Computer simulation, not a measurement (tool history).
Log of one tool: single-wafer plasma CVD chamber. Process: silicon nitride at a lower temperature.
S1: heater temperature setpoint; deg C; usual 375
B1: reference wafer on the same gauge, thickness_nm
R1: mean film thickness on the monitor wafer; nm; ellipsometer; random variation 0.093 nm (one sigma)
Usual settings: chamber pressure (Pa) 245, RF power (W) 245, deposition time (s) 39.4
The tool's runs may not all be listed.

run 1 hour=0 | S1=375 chamber_pressure_(Pa)=245 RF_power_(W)=245 deposition_time_(s)=39.4 | B1=48.662 | R1=45.282
run 2 hour=51.4 | S1=375 chamber_pressure_(Pa)=245 RF_power_(W)=245 deposition_time_(s)=39.4 | B1=48.633 | R1=45.352
run 3 hour=151.6 | S1=375 chamber_pressure_(Pa)=245 RF_power_(W)=245 deposition_time_(s)=39.4 | B1=48.561 | R1=45.513
run 4 hour=238.1 | S1=375 chamber_pressure_(Pa)=245 RF_power_(W)=245 deposition_time_(s)=42.4 | B1=48.527 | R1=48.707
run 5 hour=285.3 | S1=375 chamber_pressure_(Pa)=245 RF_power_(W)=245 deposition_time_(s)=39.4 | B1=48.53 | R1=45.409
run 6 hour=351.5 | S1=375 chamber_pressure_(Pa)=227 RF_power_(W)=245 deposition_time_(s)=39.4 | B1=48.527 | R1=44.661
run 7 hour=433.2 | S1=375 chamber_pressure_(Pa)=227 RF_power_(W)=245 deposition_time_(s)=39.4 | B1=48.488 | R1=44.673
run 8 hour=499.9 | S1=375 chamber_pressure_(Pa)=245 RF_power_(W)=255 deposition_time_(s)=39.4 | B1=48.439 | R1=46.881
run 9 hour=539.6 | S1=375 chamber_pressure_(Pa)=245 RF_power_(W)=245 deposition_time_(s)=39.4 | B1=48.456 | R1=45.221
-- hour=583.9 thermocouple changed; heater temperature recalibrated
run 10 hour=598.4 | S1=375 chamber_pressure_(Pa)=245 RF_power_(W)=245 deposition_time_(s)=39.4 | B1=48.41 | R1=45.281
run 11 hour=656.5 | S1=375 chamber_pressure_(Pa)=245 RF_power_(W)=245 deposition_time_(s)=39.4 | B1=48.389 | R1=45.078
-- hour=686.6 capacitance manometer re-zeroed and calibrated
run 12 hour=744.5 | S1=375 chamber_pressure_(Pa)=245 RF_power_(W)=245 deposition_time_(s)=45.5 | B1=48.337 | R1=52.174
run 13 hour=1011.2 | S1=375 chamber_pressure_(Pa)=301 RF_power_(W)=245 deposition_time_(s)=45.4 | B1=48.214 | R1=53.735
-- hour=1055.6 gauge calibrated
run 14 hour=1077.5 | S1=375 chamber_pressure_(Pa)=245 RF_power_(W)=260 deposition_time_(s)=39.4 | B1=49.275 | R1=48.713
-- hour=1181.7 RF generator calibrated
run 15 hour=1182.2 | S1=383 chamber_pressure_(Pa)=245 RF_power_(W)=245 deposition_time_(s)=39.4 | B1=49.23 | R1=45.836
run 16 hour=1264.1 | S1=375 chamber_pressure_(Pa)=245 RF_power_(W)=245 deposition_time_(s)=32 | B1=49.196 | R1=37.354
run 17 hour=1323.4 | S1=375 chamber_pressure_(Pa)=224 RF_power_(W)=245 deposition_time_(s)=39.4 | B1=49.156 | R1=45.339
run 18 hour=1363.4 | S1=375 chamber_pressure_(Pa)=245 RF_power_(W)=245 deposition_time_(s)=39.4 | B1=49.121 | R1=45.894
run 19 hour=1466.6 | S1=375 chamber_pressure_(Pa)=245 RF_power_(W)=245 deposition_time_(s)=35.8 | B1=49.106 | R1=41.784
-- hour=1555.2 showerhead replaced
run 20 hour=1571.6 | S1=375 chamber_pressure_(Pa)=245 RF_power_(W)=245 deposition_time_(s)=37.1 | B1=49.049 | R1=43.107
-- hour=1667.8 capacitance manometer re-zeroed and calibrated
run 21 hour=1679.4 | S1=375 chamber_pressure_(Pa)=245 RF_power_(W)=255 deposition_time_(s)=39.4 | B1=49.02 | R1=47.605
run 22 hour=1893 | S1=375 chamber_pressure_(Pa)=297 RF_power_(W)=270 deposition_time_(s)=42.2 | B1=48.915 | R1=55.582
run 23 hour=1930.5 | S1=384 chamber_pressure_(Pa)=296 RF_power_(W)=245 deposition_time_(s)=33.3 | B1=48.948 | R1=39.867
run 24 hour=1989.3 | S1=375 chamber_pressure_(Pa)=208 RF_power_(W)=245 deposition_time_(s)=39.4 | B1=48.936 | R1=44.366
run 25 hour=2091.8 | S1=387 chamber_pressure_(Pa)=245 RF_power_(W)=245 deposition_time_(s)=42.5 | B1=48.892 | R1=49.062
run 26 hour=2127.9 | S1=386 chamber_pressure_(Pa)=245 RF_power_(W)=270 deposition_time_(s)=37 | B1=48.853 | R1=46.892
run 27 hour=2190.6 | S1=375 chamber_pressure_(Pa)=245 RF_power_(W)=245 deposition_time_(s)=39.4 | B1=48.864 | R1=45.471
run 28 hour=2282.7 | S1=382 chamber_pressure_(Pa)=245 RF_power_(W)=245 deposition_time_(s)=39.4 | B1=48.811 | R1=45.493
run 29 hour=2388.8 | S1=375 chamber_pressure_(Pa)=245 RF_power_(W)=210 deposition_time_(s)=34.4 | B1=48.777 | R1=33.993

What the log doesn't show, run by run:
wafer temperature above the value expected at the setpoint (K): 0 in every run
delivered RF power above the setpoint (%): 0 in every run
true pressure above the setpoint (%): 0 in every run
H1: gauge reads high (%)
run=1 H1=-1.14
run=2 H1=-1.18
run=3 H1=-1.26
run=4 H1=-1.33
run=5 H1=-1.36
run=6 H1=-1.41
run=7 H1=-1.48
run=8 H1=-1.53
run=9 H1=-1.56
run=10 H1=-1.6
run=11 H1=-1.65
run=12 H1=-1.72
run=13 H1=-1.92
run=14 H1=0.131
run=15 H1=0.0503
run=16 H1=-0.0128
run=17 H1=-0.0585
run=18 H1=-0.0894
run=19 H1=-0.169
run=20 H1=-0.25
run=21 H1=-0.333
run=22 H1=-0.497
run=23 H1=-0.526
run=24 H1=-0.572
run=25 H1=-0.651
run=26 H1=-0.679
run=27 H1=-0.727
run=28 H1=-0.798
run=29 H1=-0.88
